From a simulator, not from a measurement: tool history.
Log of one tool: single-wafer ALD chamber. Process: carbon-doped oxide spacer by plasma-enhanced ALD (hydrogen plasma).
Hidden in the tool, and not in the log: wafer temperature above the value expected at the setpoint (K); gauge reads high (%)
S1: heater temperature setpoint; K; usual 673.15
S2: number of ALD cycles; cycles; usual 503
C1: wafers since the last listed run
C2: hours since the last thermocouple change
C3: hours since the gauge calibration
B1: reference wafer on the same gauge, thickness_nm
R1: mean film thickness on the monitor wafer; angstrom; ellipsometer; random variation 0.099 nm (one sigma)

{"run": 1, "hour": 0.0, "S1": 673.15, "S2": 503, "C1": 0, "C2": 106.8, "C3": 410.4, "B1": 24.169, "R1": 237.47}
{"run": 2, "hour": 43.5, "S1": 673.15, "S2": 503, "C1": 33, "C2": 150.3, "C3": 453.9, "B1": 24.156, "R1": 235.54}
{"run": 3, "hour": 108.6, "S1": 673.15, "S2": 503, "C1": 50, "C2": 215.4, "C3": 519, "B1": 24.122, "R1": 238.17}
{"run": 4, "hour": 187.4, "S1": 673.15, "S2": 503, "C1": 61, "C2": 294.2, "C3": 597.8, "B1": 24.093, "R1": 237.41}
{"run": 5, "hour": 260.8, "S1": 673.15, "S2": 503, "C1": 57, "C2": 367.6, "C3": 671.2, "B1": 24.104, "R1": 237.35}
{"run": 6, "hour": 367.8, "S1": 673.15, "S2": 503, "C1": 83, "C2": 474.6, "C3": 778.2, "B1": 24.151, "R1": 238.88}
{"run": 7, "hour": 470.6, "S1": 673.15, "S2": 503, "C1": 80, "C2": 577.4, "C3": 881, "B1": 24.115, "R1": 236.99}
{"run": 8, "hour": 539.0, "S1": 673.15, "S2": 503, "C1": 53, "C2": 645.8, "C3": 949.4, "B1": 24.135, "R1": 236.86}
{"run": 9, "hour": 578.0, "S1": 673.15, "S2": 503, "C1": 30, "C2": 684.8, "C3": 988.4, "B1": 24.168, "R1": 237.36}
{"run": 10, "hour": 644.4, "S1": 673.15, "S2": 503, "C1": 51, "C2": 751.2, "C3": 1054.8, "B1": 24.129, "R1": 238.06}
{"run": 11, "hour": 700.1, "S1": 673.15, "S2": 503, "C1": 43, "C2": 806.9, "C3": 1110.5, "B1": 24.161, "R1": 238.74}
{"run": 12, "hour": 777.4, "S1": 673.15, "S2": 457, "C1": 60, "C2": 884.2, "C3": 1187.8, "B1": 24.158, "R1": 216.68}
{"run": 13, "hour": 853.9, "S1": 665.15, "S2": 549, "C1": 59, "C2": 960.7, "C3": 1264.3, "B1": 24.178, "R1": 258.34}
{"run": 14, "hour": 907.3, "S1": 665.15, "S2": 549, "C1": 41, "C2": 1014.1, "C3": 1317.7, "B1": 24.155, "R1": 259.7}
{"run": 15, "hour": 952.6, "S1": 668.15, "S2": 503, "C1": 35, "C2": 1059.4, "C3": 1363, "B1": 24.169, "R1": 238.29}
{"run": 16, "hour": 1013.4, "S1": 668.15, "S2": 503, "C1": 47, "C2": 1120.2, "C3": 1423.8, "B1": 24.225, "R1": 239.31}
{"hour": 1111.2, "done": "thermocouple changed; heater temperature recalibrated"}
{"run": 17, "hour": 1120.8, "S1": 673.15, "S2": 447, "C1": 77, "C2": 9.6, "C3": 1531.2, "B1": 24.249, "R1": 213.01}
{"run": 18, "hour": 1163.0, "S1": 673.15, "S2": 447, "C1": 32, "C2": 51.8, "C3": 1573.4, "B1": 24.217, "R1": 210.4}
{"run": 19, "hour": 1225.5, "S1": 673.15, "S2": 503, "C1": 48, "C2": 114.3, "C3": 1635.9, "B1": 24.213, "R1": 238.94}
{"run": 20, "hour": 1454.0, "S1": 673.15, "S2": 503, "C1": 178, "C2": 342.8, "C3": 1864.4, "B1": 24.322, "R1": 241.26}
{"run": 21, "hour": 1520.2, "S1": 673.15, "S2": 503, "C1": 51, "C2": 409, "C3": 1930.6, "B1": 24.277, "R1": 239.39}
{"run": 22, "hour": 1567.5, "S1": 673.15, "S2": 503, "C1": 36, "C2": 456.3, "C3": 1977.9, "B1": 24.34, "R1": 240.44}
{"run": 23, "hour": 1652.3, "S1": 673.15, "S2": 503, "C1": 66, "C2": 541.1, "C3": 2062.7, "B1": 24.332, "R1": 238.77}
{"run": 24, "hour": 1734.5, "S1": 673.15, "S2": 405, "C1": 64, "C2": 623.3, "C3": 2144.9, "B1": 24.373, "R1": 193.95}
{"run": 25, "hour": 1817.1, "S1": 660.15, "S2": 577, "C1": 64, "C2": 705.9, "C3": 2227.5, "B1": 24.376, "R1": 275.46}
{"run": 26, "hour": 1898.7, "S1": 679.15, "S2": 414, "C1": 63, "C2": 787.5, "C3": 2309.1, "B1": 24.4, "R1": 195.21}
{"run": 27, "hour": 1949.1, "S1": 686.15, "S2": 587, "C1": 39, "C2": 837.9, "C3": 2359.5, "B1": 24.429, "R1": 268.77}
{"run": 28, "hour": 2004.1, "S1": 679.15, "S2": 599, "C1": 42, "C2": 892.9, "C3": 2414.5, "B1": 24.446, "R1": 281.05}
{"run": 29, "hour": 2076.8, "S1": 670.15, "S2": 477, "C1": 56, "C2": 965.6, "C3": 2487.2, "B1": 24.476, "R1": 228.04}
{"run": 30, "hour": 2156.9, "S1": 663.15, "S2": 477, "C1": 62, "C2": 1045.7, "C3": 2567.3, "B1": 24.543, "R1": 228.64}
{"hour": 2308.7, "done": "thermocouple changed; heater temperature recalibrated"}
{"run": 31, "hour": 2386.5, "S1": 685.15, "S2": 476, "C1": 172, "C2": 77.8, "C3": 2796.9, "B1": 24.495, "R1": 219.64}
{"run": 32, "hour": 2480.2, "S1": 673.15, "S2": 503, "C1": 73, "C2": 171.5, "C3": 2890.6, "B1": 24.614, "R1": 242.81}
{"run": 33, "hour": 2587.5, "S1": 682.15, "S2": 443, "C1": 83, "C2": 278.8, "C3": 2997.9, "B1": 24.636, "R1": 206.88}
{"hour": 2606.4, "done": "gauge calibrated"}
{"run": 34, "hour": 2652.3, "S1": 678.15, "S2": 572, "C1": 50, "C2": 343.6, "C3": 45.9, "B1": 24.114, "R1": 264.43}
{"run": 35, "hour": 2742.3, "S1": 661.15, "S2": 557, "C1": 70, "C2": 433.6, "C3": 135.9, "B1": 24.117, "R1": 263.54}
{"run": 36, "hour": 2830.3, "S1": 673.15, "S2": 503, "C1": 68, "C2": 521.6, "C3": 223.9, "B1": 24.094, "R1": 238}
{"run": 37, "hour": 2877.0, "S1": 688.15, "S2": 598, "C1": 36, "C2": 568.3, "C3": 270.6, "B1": 24.113, "R1": 268.62}
{"run": 38, "hour": 2916.1, "S1": 667.15, "S2": 457, "C1": 30, "C2": 607.4, "C3": 309.7, "B1": 24.102, "R1": 214.36}
{"run": 39, "hour": 2982.2, "S1": 665.15, "S2": 437, "C1": 51, "C2": 673.5, "C3": 375.8, "B1": 24.111, "R1": 205.17}
{"run": 40, "hour": 3019.1, "S1": 673.15, "S2": 461, "C1": 28, "C2": 710.4, "C3": 412.7, "B1": 24.124, "R1": 218.57}
{"run": 41, "hour": 3084.8, "S1": 684.15, "S2": 430, "C1": 51, "C2": 776.1, "C3": 478.4, "B1": 24.107, "R1": 195.34}
{"run": 42, "hour": 3146.7, "S1": 664.15, "S2": 465, "C1": 48, "C2": 838, "C3": 540.3, "B1": 24.127, "R1": 220.18}
{"run": 43, "hour": 3187.6, "S1": 668.15, "S2": 411, "C1": 31, "C2": 878.9, "C3": 581.2, "B1": 24.124, "R1": 192.56}
{"run": 44, "hour": 3247.7, "S1": 666.15, "S2": 474, "C1": 46, "C2": 939, "C3": 641.3, "B1": 24.141, "R1": 224.77}
{"run": 45, "hour": 3328.1, "S1": 668.15, "S2": 503, "C1": 62, "C2": 1019.4, "C3": 721.7, "B1": 24.167, "R1": 237.4}
{"run": 46, "hour": 3386.4, "S1": 659.15, "S2": 453, "C1": 45, "C2": 1077.7, "C3": 780, "B1": 24.12, "R1": 214}

Some steps in R1 between neighbouring runs. How much of each would the tool show without its hidden state too (settings, what came in, random variation), and how much is left for the hidden state, with any gauge scatter that isn't in both results?
Run 24 -> 25: S1 673.15 -> 660.15, S2 405 -> 577. R1 +81.51 angstrom: hidden state +1.14, all else +80.37.
Run 25 -> 26: S1 660.15 -> 679.15, S2 577 -> 414. R1 -80.25 angstrom: hidden state -0.79, all else -79.46.
Run 26 -> 27: S1 679.15 -> 686.15, S2 414 -> 587. R1 +73.56 angstrom: hidden state +1.1, all else +72.46.
Run 33 -> 34: S1 682.15 -> 678.15, S2 443 -> 572, gauge calibrated. R1 +57.55 angstrom: hidden state -4.26, all else +61.81.
